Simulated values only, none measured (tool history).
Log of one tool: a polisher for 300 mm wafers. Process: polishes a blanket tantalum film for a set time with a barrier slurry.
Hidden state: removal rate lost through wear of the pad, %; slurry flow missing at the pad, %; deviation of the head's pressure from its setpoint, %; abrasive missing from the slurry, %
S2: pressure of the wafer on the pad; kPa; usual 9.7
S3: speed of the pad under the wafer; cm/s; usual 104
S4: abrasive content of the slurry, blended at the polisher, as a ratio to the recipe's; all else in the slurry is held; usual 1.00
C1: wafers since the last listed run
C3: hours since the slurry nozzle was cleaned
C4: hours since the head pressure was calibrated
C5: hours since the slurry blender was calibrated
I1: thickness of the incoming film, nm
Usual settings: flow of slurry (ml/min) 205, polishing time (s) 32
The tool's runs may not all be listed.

{"run": 1, "hour": 0.0, "flow of slurry (ml/min)": 185, "S2": 9.7, "S3": 104, "S4": 1.2, "polishing time (s)": 32, "C1": 0, "wafers polished on this pad": 5717, "C3": 672.0, "C4": 112.0, "C5": 277.5, "I1": 229.6, "film removed (Å)": 398}
{"hour": 5.9, "done": "slurry nozzle cleaned"}
{"run": 2, "hour": 104.5, "flow of slurry (ml/min)": 205, "S2": 9.7, "S3": 104, "S4": 1.0, "polishing time (s)": 32, "C1": 1799, "wafers polished on this pad": 7517, "C3": 98.6, "C4": 216.5, "C5": 382.0, "I1": 229.2, "film removed (Å)": 383}
{"hour": 117.4, "done": "slurry blender recalibrated"}
{"hour": 153.5, "done": "worn pad replaced by a new one"}
{"run": 3, "hour": 185.1, "flow of slurry (ml/min)": 205, "S2": 9.7, "S3": 104, "S4": 1.0, "polishing time (s)": 32, "C1": 1297, "wafers polished on this pad": 549, "C3": 179.2, "C4": 297.1, "C5": 67.7, "I1": 229.8, "film removed (Å)": 398}
{"run": 4, "hour": 282.0, "flow of slurry (ml/min)": 205, "S2": 9.7, "S3": 104, "S4": 1.0, "polishing time (s)": 32, "C1": 1684, "wafers polished on this pad": 2234, "C3": 276.1, "C4": 394.0, "C5": 164.6, "I1": 232.3, "film removed (Å)": 385}
{"hour": 290.4, "done": "head pressure recalibrated"}
{"run": 5, "hour": 346.1, "flow of slurry (ml/min)": 205, "S2": 9.7, "S3": 104, "S4": 1.0, "polishing time (s)": 32, "C1": 1079, "wafers polished on this pad": 3313, "C3": 340.2, "C4": 55.7, "C5": 228.7, "I1": 230.1, "film removed (Å)": 366}
{"run": 6, "hour": 445.0, "flow of slurry (ml/min)": 205, "S2": 9.7, "S3": 104, "S4": 1.0, "polishing time (s)": 32, "C1": 1719, "wafers polished on this pad": 5033, "C3": 439.1, "C4": 154.6, "C5": 327.6, "I1": 232.4, "film removed (Å)": 390}
{"hour": 527.1, "done": "slurry blender recalibrated"}
{"hour": 574.4, "done": "worn pad replaced by a new one"}
{"hour": 666.0, "done": "slurry nozzle cleaned"}
{"hour": 707.6, "done": "head pressure recalibrated"}
{"run": 7, "hour": 729.5, "flow of slurry (ml/min)": 205, "S2": 9.7, "S3": 104, "S4": 1.0, "polishing time (s)": 32, "C1": 4790, "wafers polished on this pad": 2643, "C3": 63.5, "C4": 21.9, "C5": 202.4, "I1": 226.2, "film removed (Å)": 360}
{"run": 8, "hour": 816.9, "flow of slurry (ml/min)": 205, "S2": 9.7, "S3": 104, "S4": 1.0, "polishing time (s)": 32, "C1": 1519, "wafers polished on this pad": 4163, "C3": 150.9, "C4": 109.3, "C5": 289.8, "I1": 234.3, "film removed (Å)": 372}
{"run": 9, "hour": 884.2, "flow of slurry (ml/min)": 205, "S2": 9.7, "S3": 104, "S4": 1.0, "polishing time (s)": 32, "C1": 1170, "wafers polished on this pad": 5333, "C3": 218.2, "C4": 176.6, "C5": 357.1, "I1": 231.8, "film removed (Å)": 378}
{"hour": 954.7, "done": "slurry blender recalibrated"}
{"hour": 957.0, "done": "worn pad replaced by a new one"}
{"run": 10, "hour": 988.5, "flow of slurry (ml/min)": 205, "S2": 9.7, "S3": 104, "S4": 1.0, "polishing time (s)": 32, "C1": 1738, "wafers polished on this pad": 547, "C3": 322.5, "C4": 280.9, "C5": 33.8, "I1": 229.3, "film removed (Å)": 375}
{"run": 11, "hour": 1054.9, "flow of slurry (ml/min)": 205, "S2": 9.7, "S3": 78, "S4": 1.0, "polishing time (s)": 32, "C1": 1154, "wafers polished on this pad": 1702, "C3": 388.9, "C4": 347.3, "C5": 100.2, "I1": 229.5, "film removed (Å)": 280}
{"run": 12, "hour": 1152.0, "flow of slurry (ml/min)": 205, "S2": 9.7, "S3": 78, "S4": 1.0, "polishing time (s)": 32, "C1": 1688, "wafers polished on this pad": 3390, "C3": 486.0, "C4": 444.4, "C5": 197.3, "I1": 229.0, "film removed (Å)": 288}
{"hour": 1195.1, "done": "head pressure recalibrated"}
{"run": 13, "hour": 1237.5, "flow of slurry (ml/min)": 165, "S2": 12.4, "S3": 104, "S4": 0.7, "polishing time (s)": 26, "C1": 1451, "wafers polished on this pad": 4842, "C3": 571.5, "C4": 42.4, "C5": 282.8, "I1": 231.5, "film removed (Å)": 301}
{"run": 14, "hour": 1333.6, "flow of slurry (ml/min)": 205, "S2": 9.7, "S3": 104, "S4": 1.0, "polishing time (s)": 40, "C1": 1670, "wafers polished on this pad": 6513, "C3": 667.6, "C4": 138.5, "C5": 378.9, "I1": 233.4, "film removed (Å)": 472}
{"hour": 1352.1, "done": "slurry blender recalibrated"}
{"hour": 1386.1, "done": "slurry nozzle cleaned"}
{"run": 15, "hour": 1420.9, "flow of slurry (ml/min)": 205, "S2": 9.7, "S3": 104, "S4": 1.0, "polishing time (s)": 32, "C1": 1465, "wafers polished on this pad": 7979, "C3": 34.8, "C4": 225.8, "C5": 68.8, "I1": 228.8, "film removed (Å)": 381}
{"hour": 1453.0, "done": "worn pad replaced by a new one"}
{"run": 16, "hour": 1493.2, "flow of slurry (ml/min)": 185, "S2": 11.0, "S3": 104, "S4": 1.0, "polishing time (s)": 32, "C1": 1187, "wafers polished on this pad": 699, "C3": 107.1, "C4": 298.1, "C5": 141.1, "I1": 230.0, "film removed (Å)": 427}
{"run": 17, "hour": 1543.8, "flow of slurry (ml/min)": 165, "S2": 12.4, "S3": 104, "S4": 0.7, "polishing time (s)": 26, "C1": 879, "wafers polished on this pad": 1579, "C3": 157.7, "C4": 348.7, "C5": 191.7, "I1": 227.6, "film removed (Å)": 320}
{"hour": 1632.7, "done": "head pressure recalibrated"}
{"run": 18, "hour": 1635.1, "flow of slurry (ml/min)": 250, "S2": 7.6, "S3": 104, "S4": 1.0, "polishing time (s)": 32, "C1": 1552, "wafers polished on this pad": 3132, "C3": 249.0, "C4": 2.4, "C5": 283.0, "I1": 232.5, "film removed (Å)": 312}
{"run": 19, "hour": 1726.3, "flow of slurry (ml/min)": 140, "S2": 11.0, "S3": 104, "S4": 1.15, "polishing time (s)": 32, "C1": 1585, "wafers polished on this pad": 4717, "C3": 340.2, "C4": 93.6, "C5": 374.2, "I1": 228.7, "film removed (Å)": 398}
{"run": 20, "hour": 1822.9, "flow of slurry (ml/min)": 205, "S2": 9.7, "S3": 136, "S4": 1.15, "polishing time (s)": 32, "C1": 1679, "wafers polished on this pad": 6397, "C3": 436.8, "C4": 190.2, "C5": 470.8, "I1": 231.8, "film removed (Å)": 519}
{"hour": 1831.4, "done": "slurry blender recalibrated"}
{"hour": 1873.8, "done": "worn pad replaced by a new one"}
{"run": 21, "hour": 1913.0, "flow of slurry (ml/min)": 205, "S2": 9.7, "S3": 104, "S4": 1.0, "polishing time (s)": 32, "C1": 1462, "wafers polished on this pad": 680, "C3": 526.9, "C4": 280.3, "C5": 81.6, "I1": 229.1, "film removed (Å)": 392}
{"run": 22, "hour": 1988.4, "flow of slurry (ml/min)": 205, "S2": 11.0, "S3": 124, "S4": 1.0, "polishing time (s)": 39, "C1": 1311, "wafers polished on this pad": 1992, "C3": 602.3, "C4": 355.7, "C5": 157.0, "I1": 226.0, "film removed (Å)": 618}
{"run": 23, "hour": 2025.6, "flow of slurry (ml/min)": 240, "S2": 11.0, "S3": 104, "S4": 1.0, "polishing time (s)": 41, "C1": 646, "wafers polished on this pad": 2638, "C3": 639.5, "C4": 392.9, "C5": 194.2, "I1": 228.7, "film removed (Å)": 558}
{"hour": 2048.8, "done": "slurry nozzle cleaned"}
{"hour": 2080.7, "done": "head pressure recalibrated"}
{"run": 24, "hour": 2107.0, "flow of slurry (ml/min)": 205, "S2": 11.0, "S3": 86, "S4": 0.75, "polishing time (s)": 32, "C1": 1363, "wafers polished on this pad": 4002, "C3": 58.2, "C4": 26.3, "C5": 275.6, "I1": 226.7, "film removed (Å)": 306}

The next listed run, before its measurement:
{"run": 25, "hour": 2161.3, "flow of slurry (ml/min)": 240, "S2": 6.9, "S3": 104, "S4": 1.2, "polishing time (s)": 41, "C1": 944, "wafers polished on this pad": 4946, "C3": 112.5, "C4": 80.6, "C5": 329.9, "I1": 232.4, "film removed (Å)": "?"}

{"run 25": {"film removed (Å)": 413}}
Without the tool's hidden state the same run would have given film removed (Å) 393.
